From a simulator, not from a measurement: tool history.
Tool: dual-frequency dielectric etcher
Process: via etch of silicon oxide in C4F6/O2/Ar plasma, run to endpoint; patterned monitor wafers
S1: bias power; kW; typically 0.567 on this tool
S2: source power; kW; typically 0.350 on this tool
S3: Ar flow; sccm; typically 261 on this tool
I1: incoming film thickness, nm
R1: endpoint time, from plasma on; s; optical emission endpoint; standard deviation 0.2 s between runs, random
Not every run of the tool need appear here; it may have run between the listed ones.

Run 1, hour 0.0: usual settings; I1 184.4. Result: R1 36.0 s.
Run 2, hour 49.4: usual settings; I1 183.6. Result: R1 36.1 s.
Run 3, hour 92.7: usual settings; I1 181.0. Result: R1 35.8 s.
Run 4, hour 135.3: usual settings; I1 181.1. Result: R1 35.8 s.
Run 5, hour 180.4: usual settings; I1 182.7. Result: R1 36.7 s.
Run 6, hour 231.2: usual settings but S1 0.673 kW, S2 0.440 kW; I1 183.4. Result: R1 31.1 s.
At hour 290.7: wet clean of the chamber.
Run 7, hour 291.2: usual settings but S1 0.426 kW, S2 0.280 kW, S3 225 sccm; I1 182.5. Result: R1 44.9 s.
At hour 355.8: upper electrode replaced.
Run 8, hour 356.3: usual settings but S1 0.462 kW, S3 309 sccm; I1 182.0. Result: R1 41.0 s.
Run 9, hour 407.4: usual settings but S1 0.513 kW, S3 222 sccm; I1 182.0. Result: R1 37.8 s.
At hour 434.4: source power generator calibrated.
Run 10, hour 461.3: usual settings but S3 217 sccm; I1 183.7. Result: R1 35.4 s.
At hour 472.7: Ar flow controller replaced.
Run 11, hour 494.5: usual settings but S1 0.688 kW, S2 0.390 kW, S3 234 sccm; I1 182.6. Result: R1 31.0 s.
Run 12, hour 527.6: usual settings but S1 0.702 kW, S2 0.320 kW; I1 182.8. Result: R1 33.1 s.
Run 13, hour 593.3: usual settings but S3 280 sccm; I1 182.1. Result: R1 36.7 s.
Run 14, hour 629.3: usual settings but S1 0.697 kW, S2 0.280 kW, S3 308 sccm; I1 182.1. Result: R1 35.2 s.
Run 15, hour 678.9: usual settings; I1 183.7. Result: R1 37.2 s.
At hour 691.3: bias power generator calibrated.
At hour 820.5: wet clean of the chamber.
Run 16, hour 821.0: usual settings; I1 182.5. Result: R1 35.1 s.
Run 17, hour 845.6: usual settings but S2 0.430 kW; I1 183.5. Result: R1 33.5 s.
Run 18, hour 877.4: usual settings but S1 0.444 kW, S2 0.260 kW, S3 311 sccm; I1 182.1. Result: R1 46.7 s.
Run 19, hour 906.5: usual settings but S1 0.698 kW, S2 0.280 kW, S3 233 sccm; I1 181.0. Result: R1 32.9 s.
Run 20, hour 945.7: usual settings; I1 182.2. Result: R1 36.0 s.
Run 21, hour 970.0: usual settings; I1 182.9. Result: R1 36.0 s.
Run 22, hour 1035.9: usual settings but S1 0.700 kW; I1 182.4. Result: R1 31.9 s.
Run 23, hour 1181.2: usual settings but S1 0.442 kW, S2 0.310 kW; I1 182.9. Result: R1 44.6 s.
Run 24, hour 1232.3: usual settings; I1 181.7. Result: R1 36.3 s.
At hour 1315.2: wet clean of the chamber.
Run 25, hour 1315.7: usual settings; I1 184.3. Result: R1 35.1 s.
Run 26, hour 1339.2: usual settings but S2 0.320 kW, S3 219 sccm; I1 180.7. Result: R1 35.3 s.
Run 27, hour 1394.2: usual settings but S1 0.607 kW; I1 182.7. Result: R1 34.0 s.
Run 28, hour 1420.9: usual settings but S2 0.320 kW; I1 182.1. Result: R1 36.4 s.
Run 29, hour 1463.2: usual settings but S1 0.426 kW, S3 314 sccm; I1 181.0. Result: R1 43.5 s.
Run 30, hour 1529.2: usual settings; I1 182.6. Result: R1 36.0 s.

State the hidden condition of the tool at each of the runs:
bias power that arrives over what is set, %: 0 on each run
source power that arrives over what is set, %: 0 on each run
Ar flow that arrives over what is set, %: 0 on each run
H1: etch rate over this chamber's usual, %
run        H1
  1     -1.84
  2     -2.39
  3     -2.88
  4     -3.35
  5     -3.86
  6     -4.43
  7    -0.719
  8     -1.45
  9     -2.02
 10     -2.62
 11     -2.99
 12     -3.36
 13      -4.1
 14      -4.5
 15     -5.06
 16  -0.00345
 17    -0.279
 18    -0.634
 19     -0.96
 20      -1.4
 21     -1.67
 22     -2.41
 23     -4.03
 24      -4.6
 25    -0.183
 26    -0.446
 27     -1.06
 28     -1.36
 29     -1.83
 30     -2.57
